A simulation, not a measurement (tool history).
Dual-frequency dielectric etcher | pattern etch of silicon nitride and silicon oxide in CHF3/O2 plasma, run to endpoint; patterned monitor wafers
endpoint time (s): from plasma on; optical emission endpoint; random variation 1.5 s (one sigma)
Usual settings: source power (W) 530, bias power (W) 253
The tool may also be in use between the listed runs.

run,hour,source power (W),bias power (W),wafers since the last listed run,hours since the last wet clean,hours since the last source power generator calibration,hours since the last bias power generator calibration,hours since the last upper electrode change,"incoming incoming film thickness, nm",endpoint time (s)
1,0,530,253,0,232.6,4177.6,3985.5,4564.4,266.5,165.3
2,15.9,490,288,99,248.5,4193.5,4001.4,4580.3,267.1,158
3,121.3,490,288,657,353.9,4298.9,4106.8,4685.7,268.2,159.8
4,139.4,530,253,112,372,4317,4124.9,4703.8,265,164.6
5,173.3,530,253,211,405.9,4350.9,4158.8,4737.7,270,165
# hour 197.2: bias power generator calibrated
6,207.9,530,253,190,440.5,4385.5,10.7,4772.3,268.4,162.3
7,233.4,530,253,159,466,4411,36.2,4797.8,267.5,162.5
# hour 244.2: source power generator calibrated
# hour 273.7: wet clean of the chamber
8,274.2,530,253,79,0.5,30,77,4838.6,265.5,169.3
9,286.3,530,253,75,12.6,42.1,89.1,4850.7,270.2,173.2
# hour 322.3: upper electrode replaced, of another model than before
10,322.8,530,253,77,49.1,78.6,125.6,0.5,266.8,167.6
11,334.7,600,315,74,61,90.5,137.5,12.4,265.8,152.3
12,367.3,420,253,203,93.6,123.1,170.1,45,268.7,176.4
13,379.7,640,232,77,106,135.5,182.5,57.4,267.3,168.5
14,407.8,530,253,175,134.1,163.6,210.6,85.5,270,174.8
15,430.8,600,305,143,157.1,186.6,233.6,108.5,268.6,154.1
16,459.2,610,279,177,185.5,215,262,136.9,268.6,158.7
17,476.5,440,288,107,202.8,232.3,279.3,154.2,272.9,169.9
18,504.1,600,276,172,230.4,259.9,306.9,181.8,267.4,157.9
19,534.9,530,253,192,261.2,290.7,337.7,212.6,268.9,167.3
20,568.8,430,273,211,295.1,324.6,371.6,246.5,267.5,170.1
21,596.4,530,275,172,322.7,352.2,399.2,274.1,268.7,162.6

Forecast each of these 5 alternatives for the next run:
A,596.9,530,253,3,323.2,352.7,399.7,274.6,267.2,?
B,596.9,530,210,3,323.2,352.7,399.7,274.6,267.2,?
C,596.9,630,289,3,323.2,352.7,399.7,274.6,267.2,?
D,596.9,610,302,3,323.2,352.7,399.7,274.6,267.2,?
E,596.9,650,224,3,323.2,352.7,399.7,274.6,267.2,?

run,endpoint time (s)
A,168
B,178.8
C,154.7
D,153.4
E,167.6
Without the tool's hidden state the same runs would have given:
run,endpoint time (s)
A,171.4
B,182.4
C,157.8
D,156.5
E,170.9

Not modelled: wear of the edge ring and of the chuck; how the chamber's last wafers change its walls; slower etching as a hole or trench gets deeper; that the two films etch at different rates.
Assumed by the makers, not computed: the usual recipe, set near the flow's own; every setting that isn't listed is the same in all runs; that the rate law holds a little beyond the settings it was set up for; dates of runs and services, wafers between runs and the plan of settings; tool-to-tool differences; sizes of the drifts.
